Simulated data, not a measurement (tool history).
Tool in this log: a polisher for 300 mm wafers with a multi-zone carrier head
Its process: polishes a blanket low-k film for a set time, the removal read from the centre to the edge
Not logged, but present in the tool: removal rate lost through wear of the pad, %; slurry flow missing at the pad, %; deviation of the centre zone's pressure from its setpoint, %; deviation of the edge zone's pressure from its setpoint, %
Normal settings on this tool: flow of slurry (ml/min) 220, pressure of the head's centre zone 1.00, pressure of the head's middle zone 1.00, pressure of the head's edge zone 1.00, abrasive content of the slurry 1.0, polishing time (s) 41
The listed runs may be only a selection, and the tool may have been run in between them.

| run | hour | flow of slurry (ml/min) | pressure of the head's centre zone | pressure of the head's middle zone | pressure of the head's edge zone | abrasive content of the slurry | polishing time (s) | wafers since the last listed run | wafers polished on this pad | hours since the slurry nozzle was cleaned | hours since the centre zone pressure was calibrated | hours since the edge zone pressure was calibrated | hours since the carrier head's membrane was replaced | incoming thickness of the incoming film, nm | film removed at the wafer's centre (Å) | film removed at mid-radius (Å) | film removed at the wafer's edge (Å) |
|---|---|---|---|---|---|---|---|---|---|---|---|---|---|---|---|---|---|
| 1 | 0.0 | 220 | 0.94 | 1.00 | 1.12 | 1.3 | 37 | 0 | 306 | 28.8 | 1083.9 | 1053.9 | 1393.4 | 658.4 | 148 | 167 | 175 |
| 2 | 13.6 | 220 | 1.00 | 0.95 | 1.00 | 1.0 | 41 | 127 | 434 | 42.4 | 1097.5 | 1067.5 | 1407.0 | 667.1 | 154 | 161 | 166 |
| 3 | 28.5 | 220 | 1.00 | 1.00 | 1.00 | 1.0 | 41 | 139 | 574 | 57.3 | 1112.4 | 1082.4 | 1421.9 | 672.1 | 156 | 170 | 167 |
|  | 35.6 | centre zone pressure recalibrated |
|  | 36.2 | carrier head's membrane replaced by a new one |
| 4 | 44.7 | 220 | 1.00 | 1.00 | 1.10 | 1.0 | 41 | 127 | 701 | 73.5 | 9.1 | 1098.6 | 8.5 | 665.8 | 167 | 164 | 170 |
| 5 | 64.4 | 220 | 1.00 | 0.94 | 1.00 | 1.0 | 53 | 184 | 886 | 93.2 | 28.8 | 1118.3 | 28.2 | 651.9 | 214 | 204 | 212 |
| 6 | 78.5 | 185 | 1.00 | 0.95 | 1.00 | 1.0 | 41 | 132 | 1018 | 107.3 | 42.9 | 1132.4 | 42.3 | 650.7 | 160 | 146 | 159 |
|  | 93.0 | worn pad replaced by a new one |
| 7 | 93.4 | 220 | 1.00 | 1.11 | 1.00 | 1.0 | 37 | 102 | 3 | 122.2 | 57.8 | 1147.3 | 57.2 | 667.1 | 151 | 168 | 147 |
| 8 | 109.8 | 220 | 1.00 | 1.00 | 1.00 | 1.0 | 41 | 153 | 157 | 138.6 | 74.2 | 1163.7 | 73.6 | 661.6 | 171 | 164 | 164 |
| 9 | 123.4 | 185 | 1.08 | 1.00 | 1.00 | 1.0 | 41 | 127 | 284 | 152.2 | 87.8 | 1177.3 | 87.2 | 670.3 | 171 | 160 | 157 |
| 10 | 133.0 | 220 | 1.00 | 1.00 | 0.88 | 1.2 | 41 | 89 | 374 | 161.8 | 97.4 | 1186.9 | 96.8 | 652.5 | 183 | 177 | 168 |
| 11 | 146.0 | 145 | 1.00 | 1.00 | 0.97 | 1.0 | 41 | 121 | 496 | 174.8 | 110.4 | 1199.9 | 109.8 | 650.6 | 138 | 138 | 142 |
| 12 | 152.4 | 220 | 1.00 | 1.00 | 1.00 | 1.3 | 55 | 59 | 556 | 181.2 | 116.8 | 1206.3 | 116.2 | 660.9 | 255 | 248 | 250 |
| 13 | 168.2 | 220 | 1.09 | 1.00 | 1.00 | 1.0 | 53 | 148 | 704 | 197.0 | 132.6 | 1222.1 | 132.0 | 671.9 | 239 | 214 | 214 |
|  | 174.6 | edge zone pressure recalibrated |
| 14 | 184.3 | 220 | 1.00 | 1.00 | 1.00 | 1.0 | 41 | 132 | 837 | 213.1 | 148.7 | 9.7 | 148.1 | 665.2 | 166 | 169 | 165 |
|  | 195.7 | slurry nozzle cleaned |
|  | 201.6 | worn pad replaced by a new one |
| 15 | 202.0 | 220 | 1.00 | 1.00 | 1.00 | 1.0 | 41 | 119 | 4 | 6.3 | 166.4 | 27.4 | 165.8 | 666.9 | 168 | 163 | 164 |
| 16 | 233.2 | 190 | 1.00 | 1.00 | 1.00 | 1.0 | 41 | 292 | 296 | 37.5 | 197.6 | 58.6 | 197.0 | 659.4 | 159 | 163 | 158 |
| 17 | 246.1 | 220 | 0.89 | 1.00 | 1.00 | 1.0 | 33 | 120 | 417 | 50.4 | 210.5 | 71.5 | 209.9 | 661.3 | 121 | 134 | 135 |
| 18 | 261.1 | 220 | 1.11 | 0.92 | 1.00 | 1.0 | 41 | 140 | 558 | 65.4 | 225.5 | 86.5 | 224.9 | 651.9 | 185 | 152 | 164 |
| 19 | 271.0 | 220 | 1.00 | 0.95 | 0.90 | 1.0 | 41 | 92 | 651 | 75.3 | 235.4 | 96.4 | 234.8 | 653.6 | 168 | 159 | 156 |
| 20 | 282.6 | 220 | 1.00 | 1.00 | 1.00 | 1.0 | 41 | 108 | 759 | 86.9 | 247.0 | 108.0 | 246.4 | 669.9 | 167 | 167 | 165 |
| 21 | 299.5 | 245 | 1.00 | 1.06 | 1.00 | 1.1 | 41 | 158 | 918 | 103.8 | 263.9 | 124.9 | 263.3 | 660.8 | 181 | 186 | 174 |
|  | 317.2 | worn pad replaced by a new one |
| 22 | 317.7 | 220 | 1.00 | 1.00 | 1.00 | 1.0 | 33 | 133 | 4 | 122.0 | 282.1 | 143.1 | 281.5 | 652.1 | 135 | 135 | 132 |

4 ways to go on from here, each from the tool as it stands after run 22. What would each give?
| A | 318.1 | 220 | 1.00 | 1.00 | 1.00 | 1.0 | 41 | 3 | 8 | 122.4 | 282.5 | 143.5 | 281.9 | 646.2 | ? | ? | ? |
| B | 318.1 | 145 | 1.00 | 0.93 | 1.00 | 1.0 | 41 | 3 | 8 | 122.4 | 282.5 | 143.5 | 281.9 | 646.2 | ? | ? | ? |
| C | 318.1 | 220 | 1.00 | 1.00 | 0.95 | 1.0 | 41 | 3 | 8 | 122.4 | 282.5 | 143.5 | 281.9 | 646.2 | ? | ? | ? |
| D | 318.1 | 180 | 1.00 | 1.07 | 1.00 | 1.0 | 41 | 3 | 8 | 122.4 | 282.5 | 143.5 | 281.9 | 646.2 | ? | ? | ? |

| run | film removed at the wafer's centre (Å) | film removed at mid-radius (Å) | film removed at the wafer's edge (Å) |
|---|---|---|---|
| A | 166 | 166 | 164 |
| B | 134 | 130 | 144 |
| C | 166 | 166 | 160 |
| D | 155 | 165 | 157 |
Without the tool's hidden state the same runs would have given:
| run | film removed at the wafer's centre (Å) | film removed at mid-radius (Å) | film removed at the wafer's edge (Å) |
|---|---|---|---|
| A | 167 | 166 | 164 |
| B | 135 | 130 | 144 |
| C | 167 | 166 | 160 |
| D | 157 | 165 | 157 |
